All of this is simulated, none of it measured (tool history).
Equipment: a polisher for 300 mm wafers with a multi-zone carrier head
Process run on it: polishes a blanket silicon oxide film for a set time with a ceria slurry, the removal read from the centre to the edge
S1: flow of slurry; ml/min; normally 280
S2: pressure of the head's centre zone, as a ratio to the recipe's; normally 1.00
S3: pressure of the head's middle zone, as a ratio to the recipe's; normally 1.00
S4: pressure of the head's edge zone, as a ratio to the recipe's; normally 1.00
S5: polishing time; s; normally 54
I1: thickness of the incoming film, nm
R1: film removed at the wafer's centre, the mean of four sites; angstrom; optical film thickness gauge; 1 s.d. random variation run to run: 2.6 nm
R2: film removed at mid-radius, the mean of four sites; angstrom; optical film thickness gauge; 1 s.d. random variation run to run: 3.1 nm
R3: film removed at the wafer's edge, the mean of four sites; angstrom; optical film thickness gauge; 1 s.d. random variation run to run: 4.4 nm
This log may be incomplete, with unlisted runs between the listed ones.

run	hour	S1	S2	S3	S4	S5	I1	R1	R2	R3
1	0.0	280	1.00	1.00	1.00	54	1723.2	3396	3172	3369
# hour 14.9: worn pad replaced by a new one
2	34.2	280	1.00	1.00	1.00	54	1705.8	3384	3147	3176
3	64.9	280	0.95	1.00	1.00	54	1715.4	3265	3163	3234
4	91.4	280	1.00	1.00	1.00	54	1686.1	3432	3218	3219
# hour 123.3: worn pad replaced by a new one
5	123.8	280	1.00	1.00	1.00	54	1697.8	3395	3179	3242
6	149.6	280	1.00	1.00	1.00	54	1693.9	3469	3154	3259
# hour 170.7: edge zone pressure recalibrated
7	173.0	280	1.00	1.00	1.00	54	1679.7	3455	3182	3226
# hour 188.7: carrier head's membrane replaced by a new one
8	205.3	280	1.00	1.00	1.00	54	1706.2	3484	3192	3284
9	218.7	280	1.00	1.00	1.00	54	1666.4	3465	3226	3287
# hour 226.6: worn pad replaced by a new one
10	245.9	280	1.00	1.00	1.00	54	1664.5	3461	3164	3234
11	276.2	280	1.00	1.00	1.07	48	1693.6	3124	2838	3074
# hour 282.0: slurry nozzle cleaned
12	297.3	365	1.03	1.08	1.00	54	1680.2	3755	3452	3319
13	320.9	380	1.00	0.90	1.00	54	1687.8	3632	3011	3391
# hour 344.6: worn pad replaced by a new one
14	345.1	280	0.91	1.06	1.08	67	1672.0	4023	4165	4183
15	369.1	235	0.95	1.00	0.94	54	1716.2	3289	3094	3016
16	387.8	280	1.00	0.92	1.00	54	1700.9	3536	2994	3307
# hour 429.8: centre zone pressure recalibrated
17	448.5	280	1.00	1.08	1.00	54	1677.4	3125	3398	3240
# hour 477.3: worn pad replaced by a new one
18	477.9	280	1.00	1.00	1.00	54	1684.6	3145	3197	3240
19	495.5	280	1.00	1.00	1.00	54	1673.3	3133	3148	3203
20	513.4	355	1.11	1.00	1.00	44	1697.5	2914	2672	2707
21	548.0	280	0.92	1.00	1.00	54	1692.0	2928	3167	3220
22	567.4	280	1.00	1.05	1.11	54	1712.9	3158	3307	3349

Below are 4 alternative next runs, each starting from the tool's condition after run 22. Predict each:
A	567.8	280	1.00	1.00	1.00	54	1702.2	?	?	?
B	567.8	215	1.06	1.08	1.00	61	1702.2	?	?	?
C	567.8	280	0.95	1.00	0.97	47	1702.2	?	?	?
D	567.8	380	1.00	1.00	1.00	63	1702.2	?	?	?

run	R1	R2	R3
A	3161	3184	3328
B	3629	3705	3657
C	2621	2772	2855
D	3809	3826	3971
Take away the tool's hidden state, keep each run's random variation, and the runs would have read:
run	R1	R2	R3
A	3137	3185	3328
B	3602	3705	3657
C	2602	2773	2855
D	3781	3826	3971

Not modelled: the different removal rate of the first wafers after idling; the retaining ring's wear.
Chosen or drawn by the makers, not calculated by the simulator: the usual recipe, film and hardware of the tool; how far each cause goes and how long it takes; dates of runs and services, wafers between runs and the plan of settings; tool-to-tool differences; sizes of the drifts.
